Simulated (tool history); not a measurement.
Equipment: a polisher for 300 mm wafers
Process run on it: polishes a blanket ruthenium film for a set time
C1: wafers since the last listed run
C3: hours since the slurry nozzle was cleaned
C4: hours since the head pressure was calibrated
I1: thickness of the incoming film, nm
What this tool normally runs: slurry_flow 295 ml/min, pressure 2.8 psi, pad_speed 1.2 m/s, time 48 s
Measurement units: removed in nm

Run 1, hour 0: usual settings but pressure 2.4 psi; C1 0; wafers polished on this pad 558; C3 107; C4 785.3; I1 265.1. Result: removed 66 nm.
Run 2, hour 17.3: usual settings but pressure 2.4 psi; C1 164; wafers polished on this pad 722; C3 124.3; C4 802.6; I1 268.8. Result: removed 65.6 nm.
Run 3, hour 25: usual settings but pressure 2.4 psi; C1 73; wafers polished on this pad 795; C3 132; C4 810.3; I1 273.7. Result: removed 64.9 nm.
Run 4, hour 42.3: usual settings; C1 164; wafers polished on this pad 959; C3 149.3; C4 827.6; I1 272.8. Result: removed 73.6 nm.
Run 5, hour 51.2: usual settings; C1 84; wafers polished on this pad 1044; C3 158.2; C4 836.5; I1 269.4. Result: removed 72.9 nm.
Run 6, hour 66.8: usual settings; C1 148; wafers polished on this pad 1192; C3 173.8; C4 852.1; I1 271. Result: removed 72.1 nm.
Run 7, hour 78: usual settings; C1 106; wafers polished on this pad 1298; C3 185; C4 863.3; I1 269.1. Result: removed 71.7 nm.
Run 8, hour 92.3: usual settings; C1 135; wafers polished on this pad 1434; C3 199.3; C4 877.6; I1 266.9. Result: removed 71 nm.
Run 9, hour 98.9: usual settings; C1 62; wafers polished on this pad 1496; C3 205.9; C4 884.2; I1 269.6. Result: removed 69.7 nm.
At hour 102.6: slurry nozzle cleaned.
At hour 103.6: worn pad replaced by a new one.
Run 10, hour 112: usual settings but pressure 2.1 psi, pad_speed 0.96 m/s; C1 105; wafers polished on this pad 79; C3 9.4; C4 897.3; I1 272.6. Result: removed 51.7 nm.
Run 11, hour 122.7: usual settings but slurry_flow 370 ml/min, pressure 3.1 psi; C1 101; wafers polished on this pad 181; C3 20.1; C4 908; I1 267.9. Result: removed 84.1 nm.
At hour 130.2: head pressure recalibrated.
Run 12, hour 131.7: usual settings but pad_speed 1.48 m/s, time 43 s; C1 66; wafers polished on this pad 247; C3 29.1; C4 1.5; I1 269.7. Result: removed 86.1 nm.
Run 13, hour 147.3: usual settings but pressure 3.3 psi, pad_speed 1.08 m/s, time 55 s; C1 148; wafers polished on this pad 395; C3 44.7; C4 17.1; I1 266.2. Result: removed 103.5 nm.
Run 14, hour 160.4: usual settings; C1 124; wafers polished on this pad 520; C3 57.8; C4 30.2; I1 271.5. Result: removed 81.9 nm.
Run 15, hour 172: usual settings but slurry_flow 355 ml/min, pressure 1.9 psi; C1 110; wafers polished on this pad 630; C3 69.4; C4 41.8; I1 268. Result: removed 60.1 nm.
Run 16, hour 185.7: usual settings but slurry_flow 255 ml/min; C1 130; wafers polished on this pad 760; C3 83.1; C4 55.5; I1 268.7. Result: removed 80.9 nm.
Run 17, hour 199.4: usual settings; C1 130; wafers polished on this pad 890; C3 96.8; C4 69.2; I1 275.1. Result: removed 81.4 nm.
Run 18, hour 215.9: usual settings but pressure 2.3 psi; C1 156; wafers polished on this pad 1046; C3 113.3; C4 85.7; I1 275. Result: removed 68.1 nm.

Below are 3 alternative next runs, each starting from the tool's condition after run 18. Predict each:
Run A, hour 216.3: usual settings; C1 3; wafers polished on this pad 1050; C3 113.7; C4 86.1; I1 269.7. Result: removed ?.
Run B, hour 216.3: usual settings but slurry_flow 265 ml/min, pad_speed 1.3 m/s; C1 3; wafers polished on this pad 1050; C3 113.7; C4 86.1; I1 269.7. Result: removed ?.
Run C, hour 216.3: usual settings but slurry_flow 230 ml/min, pressure 3.4 psi, pad_speed 0.78 m/s, time 62 s; C1 3; wafers polished on this pad 1050; C3 113.7; C4 86.1; I1 269.7. Result: removed ?.

run  removed
  A     80.4
  B     83.4
  C     94.5
With the hidden condition removed and each run's random variation left untouched, the same runs would have given:
run  removed
  A     85.2
  B     88.5
  C    100.2
